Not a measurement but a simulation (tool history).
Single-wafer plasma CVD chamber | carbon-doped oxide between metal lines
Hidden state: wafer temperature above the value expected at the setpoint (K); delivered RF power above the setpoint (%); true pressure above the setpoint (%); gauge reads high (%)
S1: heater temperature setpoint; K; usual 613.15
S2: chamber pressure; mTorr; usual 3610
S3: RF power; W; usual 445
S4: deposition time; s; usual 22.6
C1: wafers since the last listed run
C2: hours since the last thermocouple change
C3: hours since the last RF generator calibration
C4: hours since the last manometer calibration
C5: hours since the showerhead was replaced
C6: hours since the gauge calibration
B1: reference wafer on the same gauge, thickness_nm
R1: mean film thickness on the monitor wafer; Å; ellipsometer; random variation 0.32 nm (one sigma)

run    hour      S1    S2   S3    S4    C1      C2      C3      C4      C5      C6       B1       R1
  1     0.0  613.15  3610  445  22.6     0  1764.2  1964.7  1713.2  4751.0   721.5  123.888  1028.05
  2    51.9  609.15  3610  445  22.6  1213  1816.1  2016.6  1765.1  4802.9   773.4  124.013  1042.82
  3   120.2  613.15  3610  445  19.5  1596  1884.4  2084.9  1833.4  4871.2   841.7  123.932   886.90
  4   187.4  613.15  3610  445  19.5  1570  1951.6  2152.1  1900.6  4938.4   908.9  124.012   877.94
  5   238.9  613.15  3610  445  22.6  1203  2003.1  2203.6  1952.1  4989.9   960.4  123.968  1017.30
  6   287.8  613.15  3610  445  22.6  1143  2052.0  2252.5  2001.0  5038.8  1009.3  124.034  1013.80
  7   351.9  613.15  3610  445  22.6  1498  2116.1  2316.6  2065.1  5102.9  1073.4  123.983  1011.56
      412.1  -- RF generator calibrated
  8   456.4  613.15  3610  445  22.6  2255  2220.6    44.3  2169.6  5207.4  1177.9  124.003  1112.64
      469.5  -- gauge calibrated
      470.6  -- showerhead replaced
  9   507.1  613.15  3610  445  22.6   998  2271.3    95.0  2220.3    36.5    37.6  123.991  1107.51
      547.1  -- capacitance manometer re-zeroed and calibrated
 10   547.6  625.15  3610  445  22.6   759  2311.8   135.5     0.5    77.0    78.1  123.977  1060.89
 11   575.3  613.15  3610  445  24.5   647  2339.5   163.2    28.2   104.7   105.8  123.976  1194.45
 12   618.2  613.15  4350  445  22.6  1002  2382.4   206.1    71.1   147.6   148.7  124.107  1137.76
 13   665.4  613.15  3320  445  20.2  1103  2429.6   253.3   118.3   194.8   195.9  123.988   977.94
 14   715.5  613.15  3610  445  22.6  1171  2479.7   303.4   168.4   244.9   246.0  123.948  1101.03
 15   752.3  625.15  3610  400  25.8   860  2516.5   340.2   205.2   281.7   282.8  123.925  1077.00
 16   780.6  613.15  3610  445  22.6   661  2544.8   368.5   233.5   310.0   311.1  124.008  1095.79
      814.0  -- thermocouple changed; heater temperature recalibrated
 17   834.7  613.15  3610  445  22.6  1077    20.7   422.6   287.6   364.1   365.2  124.016  1101.67
 18   865.4  613.15  3220  445  22.6   717    51.4   453.3   318.3   394.8   395.9  124.014  1081.66
 19   977.6  619.15  3320  495  20.6  2622   163.6   565.5   430.5   507.0   508.1  124.004  1056.14
 20  1020.1  613.15  3610  445  22.6   993   206.1   608.0   473.0   549.5   550.6  123.904  1094.03
 21  1075.0  613.15  3610  445  26.1  1283   261.0   662.9   527.9   604.4   605.5  124.048  1250.03

4 ways to go on from here, each from the tool as it stands after run 21. What would each give?
  A  1075.4  613.15  3610  445  22.6   9  261.4  663.3  528.3  604.8  605.9   ?   ?
  B  1075.4  599.15  3610  445  22.6   9  261.4  663.3  528.3  604.8  605.9   ?   ?
  C  1075.4  613.15  3610  415  18.6   9  261.4  663.3  528.3  604.8  605.9   ?   ?
  D  1075.4  613.15  4270  445  22.6   9  261.4  663.3  528.3  604.8  605.9   ?   ?

run       B1       R1
  A  123.933  1083.71
  B  123.933  1144.76
  C  123.933   834.47
  D  123.933  1110.30
Without the tool's hidden state the same runs would have given:
run       R1
  A  1110.01
  B  1172.53
  C   854.72
  D  1137.24
